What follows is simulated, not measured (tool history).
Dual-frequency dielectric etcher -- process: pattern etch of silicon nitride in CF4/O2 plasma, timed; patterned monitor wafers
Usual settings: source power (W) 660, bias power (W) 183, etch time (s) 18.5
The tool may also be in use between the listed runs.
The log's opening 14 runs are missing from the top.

run    hour  source power (W)  bias power (W)  etch time (s)  wafers since the last listed run  hours since the last wet clean  hours since the last source power generator calibration  hours since the last bias power generator calibration  hours since the last upper electrode change  hours since the gauge calibration  read-back reference wafer on the same gauge, depth_nm  mean etch depth across the wafer (angstrom)
 15  1264.3               790             159           22.5                              1498                           204.1                                                   4503.2                                                 2208.4                                       4962.2                             1722.3                                                  48.78                                        613.2
 16  1333.3               660             218           18.5                              1549                           273.1                                                   4572.2                                                 2277.4                                       5031.2                             1791.3                                                  48.68                                        504.4
 17  1386.7               660             183           18.5                              1199                           326.5                                                   4625.6                                                 2330.8                                       5084.6                             1844.7                                                  48.61                                        473.7
 18  1528.5               660             197             14                              3184                           468.3                                                   4767.4                                                 2472.6                                       5226.4                             1986.5                                                  48.31                                        368.1
 19  1619.2               660             183           18.5                              2037                             559                                                   4858.1                                                 2563.3                                       5317.1                             2077.2                                                  48.21                                        470.1
     1631.1  -- gauge calibrated
 20  1699.2               660             225           18.5                              1796                             639                                                   4938.1                                                 2643.3                                       5397.1                               68.1                                                  51.23                                        546.9
 21    1792               750             156             21                              2084                           731.8                                                   5030.9                                                 2736.1                                       5489.9                              160.9                                                   51.2                                        572.1
     1878.5  -- bias power generator calibrated
 22    1892               660             155             15                              2156                           831.8                                                   5130.9                                                   13.5                                       5589.9                              260.9                                                     51                                        374.3
     1909.5  -- source power generator calibrated
     1993.9  -- upper electrode replaced
     2007.6  -- wet clean of the chamber
 23    2108               660             183             16                              3912                           100.4                                                    198.5                                                  229.5                                        114.1                              476.9                                                  50.69                                        430.6
 24  2196.1               660             143           18.5                              1978                           188.5                                                    286.6                                                  317.6                                        202.2                                565                                                  50.61                                        441.4
 25  2243.5               660             183           18.5                              1064                           235.9                                                      334                                                    365                                        249.6                              612.4                                                  50.59                                        489.7
 26  2326.1               660             211           18.5                              1855                           318.5                                                    416.6                                                  447.6                                        332.2                                695                                                  50.52                                          523

Run 27 is up next; what results do you expect?
 27  2420               660             145           18.5                              2108                           412.4                                                    510.5                                                  541.5                                        426.1                              788.9                                                      ?                                            ?

For run 27 the tool returned read-back reference wafer on the same gauge, depth_nm 50.38, mean etch depth across the wafer (angstrom) 442.
Without the tool's hidden state the same run would have given mean etch depth across the wafer (angstrom) 447.5.

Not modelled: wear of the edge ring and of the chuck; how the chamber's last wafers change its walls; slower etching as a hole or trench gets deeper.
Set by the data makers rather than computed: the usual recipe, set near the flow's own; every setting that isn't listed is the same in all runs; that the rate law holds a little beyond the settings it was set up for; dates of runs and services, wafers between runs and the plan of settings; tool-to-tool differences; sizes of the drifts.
